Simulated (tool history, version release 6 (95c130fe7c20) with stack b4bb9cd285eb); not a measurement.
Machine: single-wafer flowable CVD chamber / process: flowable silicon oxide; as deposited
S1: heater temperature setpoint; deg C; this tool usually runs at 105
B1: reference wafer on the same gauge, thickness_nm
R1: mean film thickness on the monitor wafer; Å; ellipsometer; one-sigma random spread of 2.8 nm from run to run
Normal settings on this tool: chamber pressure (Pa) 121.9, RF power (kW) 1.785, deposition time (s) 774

run 1 hour=0.0 | S1=108 chamber_pressure_(Pa)=121.9 RF_power_(kW)=1.785 deposition_time_(s)=774 | B1=444.460 | R1=4798.24
run 2 hour=102.6 | S1=108 chamber_pressure_(Pa)=121.9 RF_power_(kW)=1.785 deposition_time_(s)=774 | B1=445.385 | R1=4782.77
run 3 hour=163.5 | S1=108 chamber_pressure_(Pa)=121.9 RF_power_(kW)=1.785 deposition_time_(s)=774 | B1=445.593 | R1=4774.84
run 4 hour=201.6 | S1=105 chamber_pressure_(Pa)=121.9 RF_power_(kW)=1.785 deposition_time_(s)=774 | B1=444.933 | R1=5384.61
run 5 hour=302.9 | S1=105 chamber_pressure_(Pa)=121.9 RF_power_(kW)=1.785 deposition_time_(s)=774 | B1=444.182 | R1=5344.15
run 6 hour=349.5 | S1=105 chamber_pressure_(Pa)=121.9 RF_power_(kW)=1.785 deposition_time_(s)=774 | B1=445.198 | R1=5426.50
run 7 hour=453.6 | S1=105 chamber_pressure_(Pa)=121.9 RF_power_(kW)=1.785 deposition_time_(s)=774 | B1=445.060 | R1=5404.20
run 8 hour=529.0 | S1=105 chamber_pressure_(Pa)=121.9 RF_power_(kW)=1.785 deposition_time_(s)=774 | B1=445.532 | R1=5400.61
run 9 hour=617.1 | S1=105 chamber_pressure_(Pa)=121.9 RF_power_(kW)=1.785 deposition_time_(s)=774 | B1=444.695 | R1=5379.13
-- hour=686.4 gauge calibrated
run 10 hour=722.3 | S1=105 chamber_pressure_(Pa)=121.9 RF_power_(kW)=1.785 deposition_time_(s)=774 | B1=444.772 | R1=5383.28
-- hour=806.4 RF generator calibrated
run 11 hour=807.9 | S1=105 chamber_pressure_(Pa)=121.9 RF_power_(kW)=1.785 deposition_time_(s)=774 | B1=445.242 | R1=5430.95
run 12 hour=892.4 | S1=105 chamber_pressure_(Pa)=121.9 RF_power_(kW)=1.785 deposition_time_(s)=774 | B1=444.512 | R1=5402.31
run 13 hour=982.9 | S1=105 chamber_pressure_(Pa)=128.0 RF_power_(kW)=1.880 deposition_time_(s)=774 | B1=444.709 | R1=5756.28
run 14 hour=1080.6 | S1=105 chamber_pressure_(Pa)=128.0 RF_power_(kW)=1.880 deposition_time_(s)=774 | B1=444.314 | R1=5752.80
-- hour=1110.4 showerhead replaced, of another model than before
run 15 hour=1169.2 | S1=105 chamber_pressure_(Pa)=121.9 RF_power_(kW)=1.785 deposition_time_(s)=774 | B1=444.016 | R1=5292.02
-- hour=1209.8 capacitance manometer re-zeroed and calibrated
run 16 hour=1235.4 | S1=105 chamber_pressure_(Pa)=112.4 RF_power_(kW)=1.685 deposition_time_(s)=917 | B1=444.472 | R1=5670.40
run 17 hour=1283.2 | S1=105 chamber_pressure_(Pa)=136.8 RF_power_(kW)=1.785 deposition_time_(s)=893 | B1=445.092 | R1=6362.13
run 18 hour=1354.2 | S1=105 chamber_pressure_(Pa)=134.0 RF_power_(kW)=1.785 deposition_time_(s)=774 | B1=444.373 | R1=5441.76
run 19 hour=1441.0 | S1=105 chamber_pressure_(Pa)=151.7 RF_power_(kW)=1.785 deposition_time_(s)=663 | B1=444.215 | R1=5060.72
run 20 hour=1531.0 | S1=105 chamber_pressure_(Pa)=121.9 RF_power_(kW)=1.785 deposition_time_(s)=774 | B1=444.937 | R1=5236.01
run 21 hour=1630.1 | S1=110 chamber_pressure_(Pa)=121.9 RF_power_(kW)=1.785 deposition_time_(s)=774 | B1=445.169 | R1=4325.05
run 22 hour=1686.0 | S1=105 chamber_pressure_(Pa)=121.9 RF_power_(kW)=1.430 deposition_time_(s)=907 | B1=444.733 | R1=5607.61
run 23 hour=1725.5 | S1=98 chamber_pressure_(Pa)=121.9 RF_power_(kW)=1.675 deposition_time_(s)=774 | B1=444.393 | R1=6698.84
-- hour=1769.9 thermocouple changed; heater temperature recalibrated
run 24 hour=1804.7 | S1=105 chamber_pressure_(Pa)=144.0 RF_power_(kW)=2.090 deposition_time_(s)=774 | B1=445.123 | R1=5944.81
run 25 hour=1848.8 | S1=116 chamber_pressure_(Pa)=121.9 RF_power_(kW)=1.560 deposition_time_(s)=832 | B1=444.904 | R1=3620.92
run 26 hour=1919.8 | S1=105 chamber_pressure_(Pa)=121.9 RF_power_(kW)=1.785 deposition_time_(s)=774 | B1=444.983 | R1=5245.13
run 27 hour=2001.7 | S1=92 chamber_pressure_(Pa)=91.6 RF_power_(kW)=1.785 deposition_time_(s)=774 | B1=445.772 | R1=7267.78
-- hour=2060.0 gauge calibrated
run 28 hour=2079.2 | S1=119 chamber_pressure_(Pa)=96.1 RF_power_(kW)=2.025 deposition_time_(s)=774 | B1=445.081 | R1=2850.21
run 29 hour=2253.9 | S1=105 chamber_pressure_(Pa)=121.9 RF_power_(kW)=1.785 deposition_time_(s)=878 | B1=444.540 | R1=5924.85

Run by run, hidden condition taken away, random variation retained:
Hidden state at play: wafer temperature above the value expected at the setpoint (K); delivered RF power above the setpoint (%); true pressure above the setpoint (%); gauge reads high (%).
run=1 R1=4575.27
run=2 R1=4555.32
run=3 R1=4545.00
run=4 R1=5123.58
run=5 R1=5080.66
run=6 R1=5157.07
run=7 R1=5132.07
run=8 R1=5126.21
run=9 R1=5103.25
run=10 R1=5104.48
run=11 R1=5147.71
run=12 R1=5118.82
run=13 R1=5452.45
run=14 R1=5447.46
run=15 R1=5121.92
run=16 R1=5664.47
run=17 R1=6344.28
run=18 R1=5413.16
run=19 R1=5020.47
run=20 R1=5181.32
run=21 R1=4269.41
run=22 R1=5528.55
run=23 R1=6598.91
run=24 R1=5847.10
run=25 R1=3558.57
run=26 R1=5148.70
run=27 R1=7118.23
run=28 R1=2788.45
run=29 R1=5790.72

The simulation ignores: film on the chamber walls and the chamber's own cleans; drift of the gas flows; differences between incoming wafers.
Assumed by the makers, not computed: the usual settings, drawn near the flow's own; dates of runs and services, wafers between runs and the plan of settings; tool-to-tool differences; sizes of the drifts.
